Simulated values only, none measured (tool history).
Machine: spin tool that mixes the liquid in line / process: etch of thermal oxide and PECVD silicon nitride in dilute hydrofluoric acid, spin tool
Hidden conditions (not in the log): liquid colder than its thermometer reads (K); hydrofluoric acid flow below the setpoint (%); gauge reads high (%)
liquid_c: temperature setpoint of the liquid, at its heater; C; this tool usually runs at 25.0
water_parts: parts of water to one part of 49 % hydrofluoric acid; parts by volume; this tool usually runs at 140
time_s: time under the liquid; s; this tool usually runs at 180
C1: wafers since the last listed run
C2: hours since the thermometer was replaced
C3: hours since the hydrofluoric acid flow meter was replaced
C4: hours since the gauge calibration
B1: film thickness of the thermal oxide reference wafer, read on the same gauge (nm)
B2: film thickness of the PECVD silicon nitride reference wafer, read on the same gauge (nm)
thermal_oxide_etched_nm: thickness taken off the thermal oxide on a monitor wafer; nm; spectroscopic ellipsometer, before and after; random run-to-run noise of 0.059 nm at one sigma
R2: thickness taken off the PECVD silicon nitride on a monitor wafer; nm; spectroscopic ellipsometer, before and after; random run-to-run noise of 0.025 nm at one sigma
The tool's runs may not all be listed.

run 1 hour=0.0 | liquid_c=25.0 water_parts=140 time_s=95 | C1=0 C2=1003.5 C3=787.9 C4=1608.9 | B1=119.99 B2=40.01 | thermal_oxide_etched_nm=3.07 R2=3.96
run 2 hour=97.9 | liquid_c=25.0 water_parts=140 time_s=180 | C1=875 C2=1101.4 C3=885.8 C4=1706.8 | B1=120.00 B2=39.95 | thermal_oxide_etched_nm=5.74 R2=7.49
run 3 hour=200.7 | liquid_c=25.0 water_parts=140 time_s=180 | C1=918 C2=1204.2 C3=988.6 C4=1809.6 | B1=119.99 B2=40.02 | thermal_oxide_etched_nm=5.76 R2=7.47
run 4 hour=290.6 | liquid_c=26.5 water_parts=140 time_s=180 | C1=803 C2=1294.1 C3=1078.5 C4=1899.5 | B1=119.99 B2=40.04 | thermal_oxide_etched_nm=6.19 R2=8.23
run 5 hour=374.9 | liquid_c=26.5 water_parts=140 time_s=180 | C1=753 C2=1378.4 C3=1162.8 C4=1983.8 | B1=119.99 B2=40.01 | thermal_oxide_etched_nm=6.09 R2=8.22
run 6 hour=457.7 | liquid_c=26.5 water_parts=140 time_s=180 | C1=740 C2=1461.2 C3=1245.6 C4=2066.6 | B1=120.00 B2=40.00 | thermal_oxide_etched_nm=6.05 R2=8.19
run 7 hour=496.3 | liquid_c=25.0 water_parts=140 time_s=180 | C1=345 C2=1499.8 C3=1284.2 C4=2105.2 | B1=120.00 B2=40.01 | thermal_oxide_etched_nm=5.73 R2=7.39
run 8 hour=554.0 | liquid_c=25.0 water_parts=140 time_s=180 | C1=515 C2=1557.5 C3=1341.9 C4=2162.9 | B1=120.00 B2=40.04 | thermal_oxide_etched_nm=5.74 R2=7.40
-- hour=589.6 gauge calibrated
run 9 hour=637.8 | liquid_c=25.0 water_parts=140 time_s=70 | C1=749 C2=1641.3 C3=1425.7 C4=48.2 | B1=120.00 B2=39.99 | thermal_oxide_etched_nm=2.24 R2=2.87
run 10 hour=693.6 | liquid_c=21.5 water_parts=80 time_s=235 | C1=498 C2=1697.1 C3=1481.5 C4=104.0 | B1=120.01 B2=40.03 | thermal_oxide_etched_nm=12.28 R2=13.30
run 11 hour=772.8 | liquid_c=29.5 water_parts=85 time_s=235 | C1=707 C2=1776.3 C3=1560.7 C4=183.2 | B1=120.02 B2=40.05 | thermal_oxide_etched_nm=15.44 R2=20.98
run 12 hour=840.5 | liquid_c=28.0 water_parts=90 time_s=75 | C1=605 C2=1844.0 C3=1628.4 C4=250.9 | B1=120.00 B2=40.03 | thermal_oxide_etched_nm=4.42 R2=5.74

Run 13, settings as shown, results not yet in. Your forecast:
run 13 hour=921.0 | liquid_c=25.0 water_parts=140 time_s=180 | C1=719 C2=1924.5 C3=1708.9 C4=331.4 | B1=? B2=? | thermal_oxide_etched_nm=? R2=?

B1: 119.99
B2: 40.04
thermal_oxide_etched_nm: 5.65 nm
R2: 7.33 nm
Without the tool's hidden state the same run would have given thermal_oxide_etched_nm 5.98 nm, R2 7.69 nm.

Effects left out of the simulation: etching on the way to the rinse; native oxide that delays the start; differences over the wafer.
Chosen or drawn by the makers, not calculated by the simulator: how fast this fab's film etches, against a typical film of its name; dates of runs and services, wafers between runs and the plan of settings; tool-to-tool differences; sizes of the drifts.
